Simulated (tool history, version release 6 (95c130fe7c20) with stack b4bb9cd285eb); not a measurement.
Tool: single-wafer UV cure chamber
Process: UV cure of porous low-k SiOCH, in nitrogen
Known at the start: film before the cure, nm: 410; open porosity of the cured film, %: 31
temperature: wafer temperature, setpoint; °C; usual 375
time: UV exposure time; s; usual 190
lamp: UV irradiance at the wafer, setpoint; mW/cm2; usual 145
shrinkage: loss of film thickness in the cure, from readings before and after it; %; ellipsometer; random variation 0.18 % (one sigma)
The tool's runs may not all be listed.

run,hour,temperature,time,lamp,wafers since the last listed run,hours since the UV bulbs were replaced,wafers since the quartz window was cleaned,shrinkage
1,0,375,225,145,0,1523,3129,12.477
2,15.8,375,225,145,141,1538.8,3270,12.393
3,58.1,375,190,145,377,1581.1,3647,11.304
4,64.3,375,190,145,55,1587.3,3703,11.642
# hour 81.2: quartz window cleaned
5,81.7,375,190,145,83,1604.7,4,11.685
6,96.7,375,120,145,133,1619.7,138,9.104
7,108.8,383,190,145,107,1631.8,246,11.687
8,118.2,383,190,145,83,1641.2,329,11.664
9,126.6,375,190,145,74,1649.6,404,11.526
10,136,375,190,145,83,1659,488,11.61
11,149,367,190,145,116,1672,604,11.2
12,155.2,375,190,145,55,1678.2,660,11.508
13,168.7,375,190,145,120,1691.7,780,11.255
14,179,375,275,145,91,1702,872,13.147
15,189.9,381,190,145,97,1712.9,969,11.012
16,205.1,381,190,145,135,1728.1,1105,11.041
17,218.2,375,190,145,116,1741.2,1222,11.204
18,234.8,375,190,145,148,1757.8,1370,11.248
19,250.4,375,190,145,139,1773.4,1509,10.921
20,267.6,375,190,145,153,1790.6,1663,10.906
21,284.2,375,190,145,148,1807.2,1811,10.858
22,317.3,375,190,145,295,1840.3,2106,10.933
# hour 336.5: UV bulbs replaced
23,337,367,260,124,104,0.5,2211,13.65
24,337.4,375,190,145,3,0.9,2214,13.021
25,350,375,190,145,112,13.5,2327,12.491
26,361.7,375,135,184,104,25.2,2431,12.703
27,379.2,375,190,145,156,42.7,2587,12.986
28,393.9,381,135,167,131,57.4,2718,11.933
29,408.8,375,190,145,132,72.3,2851,12.932
30,418.8,375,105,145,89,82.3,2941,10.204
31,427.1,375,190,145,74,90.6,3015,12.954
32,443.7,385,100,125,148,107.2,3163,9.467
# hour 456.6: quartz window cleaned
33,473.1,369,125,108,190,136.6,146,9.594
34,483.2,388,120,130,90,146.7,237,10.408
35,495.7,375,190,145,111,159.2,348,13.086
36,507.5,375,190,145,105,171,453,12.637
37,522.2,375,190,131,131,185.7,585,12.875
38,529.9,388,190,145,68,193.4,653,13.264
39,542.9,383,190,123,116,206.4,769,12.076
40,560.8,375,190,145,159,224.3,929,12.689
41,568.5,375,190,145,68,232,998,12.85
42,583.1,375,130,145,130,246.6,1128,10.928
43,589.6,356,235,121,58,253.1,1186,12.729
44,601.4,358,160,145,105,264.9,1291,11.796

The same runs without the tool's hidden state, with the same run-to-run variation:
The hidden state here: lamp output below its setpoint, %; transmission lost against a clean window, %.
run,shrinkage
1,13.866
2,13.807
3,12.753
4,13.148
5,13.237
6,10.566
7,13.288
8,13.284
9,13.165
10,13.284
11,12.865
12,13.217
13,12.96
14,14.955
15,12.72
16,12.794
17,13.032
18,13.13
19,12.792
20,12.823
21,12.815
22,13.004
23,13.692
24,13.063
25,12.531
26,12.745
27,13.029
28,11.975
29,12.976
30,10.247
31,13
32,9.512
33,9.642
34,10.457
35,13.141
36,12.692
37,12.934
38,13.324
39,12.136
40,12.753
41,12.917
42,10.995
43,12.801
44,11.87

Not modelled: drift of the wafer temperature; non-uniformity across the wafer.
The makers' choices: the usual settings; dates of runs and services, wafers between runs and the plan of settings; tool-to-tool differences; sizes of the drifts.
